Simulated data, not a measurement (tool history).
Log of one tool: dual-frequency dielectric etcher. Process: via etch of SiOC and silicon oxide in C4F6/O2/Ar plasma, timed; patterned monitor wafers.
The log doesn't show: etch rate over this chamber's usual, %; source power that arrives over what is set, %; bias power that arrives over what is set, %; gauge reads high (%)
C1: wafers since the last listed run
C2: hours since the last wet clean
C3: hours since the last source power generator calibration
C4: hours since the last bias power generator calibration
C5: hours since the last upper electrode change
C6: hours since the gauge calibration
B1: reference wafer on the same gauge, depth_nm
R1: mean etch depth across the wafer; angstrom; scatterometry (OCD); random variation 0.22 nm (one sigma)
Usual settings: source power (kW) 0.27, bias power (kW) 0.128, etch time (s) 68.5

Run 1, day 0: usual settings; C1 0; C2 188.4; C3 4806.4; C4 2778.2; C5 3429.6; C6 253.9; B1 60. Result: R1 626 angstrom.
Run 2, day 0.546: usual settings; C1 123; C2 201.5; C3 4819.5; C4 2791.3; C5 3442.7; C6 267; B1 60. Result: R1 625 angstrom.
Run 3, day 1.05: usual settings but etch time (s) 84; C1 114; C2 213.6; C3 4831.6; C4 2803.4; C5 3454.8; C6 279.1; B1 60. Result: R1 768 angstrom.
Run 4, day 1.517: usual settings but etch time (s) 84; C1 105; C2 224.8; C3 4842.8; C4 2814.6; C5 3466; C6 290.3; B1 60. Result: R1 767 angstrom.
Run 5, day 1.775: usual settings but etch time (s) 84; C1 58; C2 231; C3 4849; C4 2820.8; C5 3472.2; C6 296.5; B1 60. Result: R1 769 angstrom.
Run 6, day 2.429: usual settings; C1 148; C2 246.7; C3 4864.7; C4 2836.5; C5 3487.9; C6 312.2; B1 60. Result: R1 626 angstrom.
At day 2.883: source power generator calibrated.
Run 7, day 2.967: usual settings; C1 84; C2 259.6; C3 2; C4 2849.4; C5 3500.8; C6 325.1; B1 60. Result: R1 623 angstrom.
At day 3.138: bias power generator calibrated.
Run 8, day 3.321: usual settings; C1 42; C2 268.1; C3 10.5; C4 4.4; C5 3509.3; C6 333.6; B1 60. Result: R1 625 angstrom.
Run 9, day 3.867: usual settings but bias power (kW) 0.103; C1 123; C2 281.2; C3 23.6; C4 17.5; C5 3522.4; C6 346.7; B1 60. Result: R1 560 angstrom.
Run 10, day 4.3: usual settings but bias power (kW) 0.103; C1 98; C2 291.6; C3 34; C4 27.9; C5 3532.8; C6 357.1; B1 60.1. Result: R1 564 angstrom.
Run 11, day 4.688: usual settings but bias power (kW) 0.103; C1 87; C2 300.9; C3 43.3; C4 37.2; C5 3542.1; C6 366.4; B1 60. Result: R1 563 angstrom.
At day 4.854: gauge calibrated.
Run 12, day 5.008: usual settings; C1 72; C2 308.6; C3 51; C4 44.9; C5 3549.8; C6 3.7; B1 60. Result: R1 632 angstrom.
Run 13, day 5.275: usual settings but bias power (kW) 0.152; C1 60; C2 315; C3 57.4; C4 51.3; C5 3556.2; C6 10.1; B1 60. Result: R1 689 angstrom.
Run 14, day 5.717: usual settings but bias power (kW) 0.14, etch time (s) 79.5; C1 100; C2 325.6; C3 68; C4 61.9; C5 3566.8; C6 20.7; B1 60. Result: R1 764 angstrom.
Run 15, day 6.388: usual settings; C1 152; C2 341.7; C3 84.1; C4 78; C5 3582.9; C6 36.8; B1 60. Result: R1 633 angstrom.
At day 7.646: upper electrode replaced.
At day 8.6: wet clean of the chamber.
Run 16, day 8.621: usual settings; C1 62; C2 0.5; C3 137.7; C4 131.6; C5 23.4; C6 90.4; B1 60. Result: R1 613 angstrom.
Run 17, day 8.638: usual settings but etch time (s) 49; C1 3; C2 0.9; C3 138.1; C4 132; C5 23.8; C6 90.8; B1 60. Result: R1 440 angstrom.
Run 18, day 9.658: usual settings; C1 231; C2 25.4; C3 162.6; C4 156.5; C5 48.3; C6 115.3; B1 60. Result: R1 610 angstrom.
Run 19, day 9.908: usual settings but source power (kW) 0.3; C1 56; C2 31.4; C3 168.6; C4 162.5; C5 54.3; C6 121.3; B1 60. Result: R1 639 angstrom.
Run 20, day 10.492: usual settings; C1 132; C2 45.4; C3 182.6; C4 176.5; C5 68.3; C6 135.3; B1 59.9. Result: R1 612 angstrom.
Run 21, day 11.104: usual settings; C1 138; C2 60.1; C3 197.3; C4 191.2; C5 83; C6 150; B1 60. Result: R1 617 angstrom.
Run 22, day 11.833: usual settings but source power (kW) 0.2, bias power (kW) 0.139, etch time (s) 63; C1 165; C2 77.6; C3 214.8; C4 208.7; C5 100.5; C6 167.5; B1 59.9. Result: R1 540 angstrom.
Run 23, day 12.317: usual settings but source power (kW) 0.24, bias power (kW) 0.139, etch time (s) 82; C1 109; C2 89.2; C3 226.4; C4 220.3; C5 112.1; C6 179.1; B1 60. Result: R1 739 angstrom.
Run 24, day 12.592: usual settings but source power (kW) 0.3, bias power (kW) 0.158, etch time (s) 74; C1 62; C2 95.8; C3 233; C4 226.9; C5 118.7; C6 185.7; B1 60. Result: R1 766 angstrom.
Run 25, day 12.921: usual settings but source power (kW) 0.31, bias power (kW) 0.102, etch time (s) 54; C1 74; C2 103.7; C3 240.9; C4 234.8; C5 126.6; C6 193.6; B1 60. Result: R1 455 angstrom.
Run 26, day 13.304: usual settings but source power (kW) 0.21, bias power (kW) 0.106; C1 86; C2 112.9; C3 250.1; C4 244; C5 135.8; C6 202.8; B1 60. Result: R1 519 angstrom.
Run 27, day 14.046: usual settings but bias power (kW) 0.106; C1 168; C2 130.7; C3 267.9; C4 261.8; C5 153.6; C6 220.6; B1 59.9. Result: R1 566 angstrom.
Run 28, day 14.688: usual settings but source power (kW) 0.25, bias power (kW) 0.145; C1 145; C2 146.1; C3 283.3; C4 277.2; C5 169; C6 236; B1 60. Result: R1 641 angstrom.
Run 29, day 15.338: usual settings but source power (kW) 0.22, etch time (s) 81; C1 147; C2 161.7; C3 298.9; C4 292.8; C5 184.6; C6 251.6; B1 60. Result: R1 683 angstrom.
Run 30, day 15.842: usual settings but etch time (s) 49.5; C1 114; C2 173.8; C3 311; C4 304.9; C5 196.7; C6 263.7; B1 60. Result: R1 448 angstrom.
Run 31, day 16.504: usual settings but etch time (s) 76; C1 150; C2 189.7; C3 326.9; C4 320.8; C5 212.6; C6 279.6; B1 60.1. Result: R1 690 angstrom.

Forecast each of these 3 alternatives for the next run:
Run A, day 16.521: usual settings; C1 3; C2 190.1; C3 327.3; C4 321.2; C5 213; C6 280; B1 ?. Result: R1 ?.
Run B, day 16.521: usual settings but etch time (s) 77; C1 3; C2 190.1; C3 327.3; C4 321.2; C5 213; C6 280; B1 ?. Result: R1 ?.
Run C, day 16.521: usual settings but source power (kW) 0.31, bias power (kW) 0.12, etch time (s) 77.5; C1 3; C2 190.1; C3 327.3; C4 321.2; C5 213; C6 280; B1 ?. Result: R1 ?.

run  B1   R1
  A  60  624
  B  60  702
  C  60  717
Without the tool's hidden state the same runs would have given:
run   R1
  A  614
  B  690
  C  705

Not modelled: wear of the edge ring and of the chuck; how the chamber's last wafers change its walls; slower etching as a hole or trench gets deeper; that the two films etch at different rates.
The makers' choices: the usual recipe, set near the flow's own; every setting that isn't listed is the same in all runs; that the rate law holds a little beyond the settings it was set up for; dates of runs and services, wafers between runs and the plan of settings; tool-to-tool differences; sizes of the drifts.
